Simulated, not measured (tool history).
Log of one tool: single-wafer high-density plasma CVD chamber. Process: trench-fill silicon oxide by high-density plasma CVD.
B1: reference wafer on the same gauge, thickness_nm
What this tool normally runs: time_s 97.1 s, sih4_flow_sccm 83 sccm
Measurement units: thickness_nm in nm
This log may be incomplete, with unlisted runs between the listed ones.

run 1 hour=0 | time_s=105.4 sih4_flow_sccm=83 | B1=874.76 | thickness_nm=992.776
run 2 hour=102.2 | time_s=97.1 sih4_flow_sccm=75 | B1=877.163 | thickness_nm=839.643
run 3 hour=183.2 | time_s=97.1 sih4_flow_sccm=75 | B1=877.1 | thickness_nm=837.766
run 4 hour=250.1 | time_s=97.1 sih4_flow_sccm=75 | B1=876.859 | thickness_nm=841.891
run 5 hour=421.1 | time_s=97.1 sih4_flow_sccm=83 | B1=879.607 | thickness_nm=918.274
run 6 hour=491.5 | time_s=97.1 sih4_flow_sccm=83 | B1=880.902 | thickness_nm=920.405
run 7 hour=582.6 | time_s=90.5 sih4_flow_sccm=74 | B1=882.221 | thickness_nm=781.694
run 8 hour=652.4 | time_s=87.7 sih4_flow_sccm=83 | B1=884.015 | thickness_nm=829.958
run 9 hour=689.5 | time_s=97.1 sih4_flow_sccm=83 | B1=884.559 | thickness_nm=927.357
run 10 hour=912.6 | time_s=97.1 sih4_flow_sccm=83 | B1=885.785 | thickness_nm=927.663
run 11 hour=1176.9 | time_s=97.1 sih4_flow_sccm=83 | B1=892.597 | thickness_nm=928.355
run 12 hour=1253.2 | time_s=97.1 sih4_flow_sccm=83 | B1=890.338 | thickness_nm=928.521
-- hour=1397.8 silane flow controller replaced
-- hour=1539.7 gauge calibrated
run 13 hour=1567 | time_s=97.1 sih4_flow_sccm=83 | B1=855.932 | thickness_nm=887.42
run 14 hour=1738.7 | time_s=97.1 sih4_flow_sccm=83 | B1=857.8 | thickness_nm=901.142
run 15 hour=1807 | time_s=103.8 sih4_flow_sccm=75 | B1=858.982 | thickness_nm=883.904
run 16 hour=2062.9 | time_s=113.1 sih4_flow_sccm=83 | B1=861.428 | thickness_nm=1047.185
run 17 hour=2170.1 | time_s=97.1 sih4_flow_sccm=83 | B1=865.156 | thickness_nm=894.475
run 18 hour=2216.8 | time_s=87.7 sih4_flow_sccm=93 | B1=864.625 | thickness_nm=895.702
run 19 hour=2288.4 | time_s=97.1 sih4_flow_sccm=83 | B1=864.976 | thickness_nm=903.324
run 20 hour=2328.3 | time_s=80.6 sih4_flow_sccm=94 | B1=868.721 | thickness_nm=828.879
run 21 hour=2385.2 | time_s=97.1 sih4_flow_sccm=83 | B1=866.641 | thickness_nm=894.003
run 22 hour=2447.5 | time_s=97.1 sih4_flow_sccm=83 | B1=868.098 | thickness_nm=898.886
run 23 hour=2488.3 | time_s=116 sih4_flow_sccm=83 | B1=868.197 | thickness_nm=1076.318
run 24 hour=2591.5 | time_s=91.1 sih4_flow_sccm=83 | B1=869.239 | thickness_nm=850.773
run 25 hour=2684.2 | time_s=97.1 sih4_flow_sccm=83 | B1=869.068 | thickness_nm=913.652
run 26 hour=2785.3 | time_s=110.8 sih4_flow_sccm=91 | B1=874.466 | thickness_nm=1114.198
run 27 hour=2883.9 | time_s=112.6 sih4_flow_sccm=79 | B1=873.861 | thickness_nm=1011.679
run 28 hour=2991.6 | time_s=103.2 sih4_flow_sccm=69 | B1=874.259 | thickness_nm=828.01
run 29 hour=3047.4 | time_s=97.1 sih4_flow_sccm=83 | B1=875.733 | thickness_nm=908.538

List, for all runs, the conditions of the tool that the log does not record:
delivered silane flow above the setpoint (%): 0 at every run
H1: gauge reads high (%)
run=1 H1=2.38
run=2 H1=2.54
run=3 H1=2.67
run=4 H1=2.77
run=5 H1=3.04
run=6 H1=3.15
run=7 H1=3.29
run=8 H1=3.4
run=9 H1=3.46
run=10 H1=3.81
run=11 H1=4.22
run=12 H1=4.34
run=13 H1=0.262
run=14 H1=0.531
run=15 H1=0.638
run=16 H1=1.04
run=17 H1=1.21
run=18 H1=1.28
run=19 H1=1.39
run=20 H1=1.45
run=21 H1=1.54
run=22 H1=1.64
run=23 H1=1.71
run=24 H1=1.87
run=25 H1=2.01
run=26 H1=2.17
run=27 H1=2.32
run=28 H1=2.49
run=29 H1=2.58

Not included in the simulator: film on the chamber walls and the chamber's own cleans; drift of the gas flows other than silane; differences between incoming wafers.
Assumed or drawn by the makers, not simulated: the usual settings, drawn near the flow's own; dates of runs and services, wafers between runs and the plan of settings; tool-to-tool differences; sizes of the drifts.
